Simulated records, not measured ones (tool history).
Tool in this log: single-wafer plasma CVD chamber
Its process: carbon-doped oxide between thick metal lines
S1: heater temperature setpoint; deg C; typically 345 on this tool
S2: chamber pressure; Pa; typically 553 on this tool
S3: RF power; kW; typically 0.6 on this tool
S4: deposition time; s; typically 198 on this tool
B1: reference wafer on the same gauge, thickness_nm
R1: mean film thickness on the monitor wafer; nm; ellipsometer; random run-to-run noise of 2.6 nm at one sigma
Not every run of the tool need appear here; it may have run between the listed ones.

run,day,S1,S2,S3,S4,B1,R1
1,0,349,553,0.6,167,1080.312,1063.649
2,1.658,345,553,0.535,198,1080.022,1183.871
3,9.396,345,553,0.535,198,1080.256,1178.907
4,11.221,345,553,0.6,198,1080.646,1261.92
5,13.883,345,553,0.6,198,1079.797,1265.845
6,15.533,345,553,0.69,198,1080.357,1372.032
# day 15.908: showerhead replaced
7,16.583,345,553,0.69,198,1080.165,1377.47
# day 18.321: thermocouple changed; heater temperature recalibrated
8,19.242,345,553,0.69,198,1080.283,1395.835
9,22.075,345,553,0.6,198,1080.389,1274.836
10,24.771,345,553,0.6,198,1080.29,1275.848
11,25.804,345,553,0.52,175,1079.978,1027.436
12,27.2,334,451,0.565,184,1079.363,1128.377
# day 29.475: capacitance manometer re-zeroed and calibrated
13,32.175,345,553,0.6,198,1079.748,1274.855
14,33.708,345,553,0.6,198,1080.021,1268.882
# day 35.604: gauge calibrated
15,36.625,345,553,0.6,237,1080.07,1511.533
16,38.258,345,553,0.6,237,1080.024,1513.089
17,39.625,345,553,0.6,198,1079.959,1263.643

What does the tool deliver on the next run?
# day 40.454: RF generator calibrated
18,41.729,345,553,0.6,217,?,?

Logged for run 18: B1 1080.133, R1 1406.819 nm.
On a tool with no hidden condition, and with the same random variation, this run would have come out at R1 1412.158 nm.

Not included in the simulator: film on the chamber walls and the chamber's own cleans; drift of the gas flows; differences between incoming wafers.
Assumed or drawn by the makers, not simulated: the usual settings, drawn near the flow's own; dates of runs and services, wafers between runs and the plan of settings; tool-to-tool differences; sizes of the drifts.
